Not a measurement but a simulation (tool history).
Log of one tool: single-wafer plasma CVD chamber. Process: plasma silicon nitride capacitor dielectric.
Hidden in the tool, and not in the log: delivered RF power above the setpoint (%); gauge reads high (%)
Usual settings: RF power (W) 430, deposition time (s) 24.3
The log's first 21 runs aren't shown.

run    hour  RF power (W)  deposition time (s)  wafers since the last listed run  hours since the last RF generator calibration  hours since the showerhead was replaced  hours since the gauge calibration  read-back reference wafer on the same gauge, thickness_nm  mean film thickness on the monitor wafer (Å)
 22  1820.9           395                 21.9                              1097                                          263.5                                    635.9                              603.6                                                     38.931                                        306.70
 23  1892.4           460                 27.7                              2150                                          335.0                                    707.4                              675.1                                                     38.896                                        396.61
 24  1954.8           375                 28.6                              1877                                          397.4                                    769.8                              737.5                                                     38.897                                        396.56
 25  2059.8           365                 20.9                              3158                                          502.4                                    874.8                              842.5                                                     38.892                                        289.99
 26  2097.5           395                 21.9                              1134                                          540.1                                    912.5                              880.2                                                     38.855                                        305.75
 27  2159.6           495                 28.7                              1867                                          602.2                                    974.6                              942.3                                                     38.881                                        416.24
 28  2441.9           460                 27.9                              8491                                          884.5                                   1256.9                             1224.6                                                     38.891                                        398.86
 29  2507.6           375                 28.6                              1976                                          950.2                                   1322.6                             1290.3                                                     38.931                                        395.09
 30  2571.6           515                 24.3                              1925                                         1014.2                                   1386.6                             1354.3                                                     38.899                                        348.62
     2583.0  -- gauge calibrated
 31  2624.8           410                 20.9                              1600                                         1067.4                                   1439.8                               41.8                                                     38.892                                        290.95
 32  2662.2           430                 24.3                              1125                                         1104.8                                   1477.2                               79.2                                                     38.873                                        343.93
 33  2744.6           385                 24.3                              2478                                         1187.2                                   1559.6                              161.6                                                     38.853                                        333.38

3 ways to go on from here, each from the tool as it stands after run 33. What would each give?
  A  2745.0           430                 19.9                                12                                         1187.6                                   1560.0                              162.0                                                          ?                                             ?
  B  2745.0           365                 24.3                                12                                         1187.6                                   1560.0                              162.0                                                          ?                                             ?
  C  2745.0           505                 21.2                                12                                         1187.6                                   1560.0                              162.0                                                          ?                                             ?

run  read-back reference wafer on the same gauge, thickness_nm  mean film thickness on the monitor wafer (Å)
  A                                                     38.955                                        279.47
  B                                                     38.955                                        333.69
  C                                                     38.955                                        304.95
Without the tool's hidden state the same runs would have given:
run  mean film thickness on the monitor wafer (Å)
  A                                        282.21
  B                                        336.96
  C                                        307.94

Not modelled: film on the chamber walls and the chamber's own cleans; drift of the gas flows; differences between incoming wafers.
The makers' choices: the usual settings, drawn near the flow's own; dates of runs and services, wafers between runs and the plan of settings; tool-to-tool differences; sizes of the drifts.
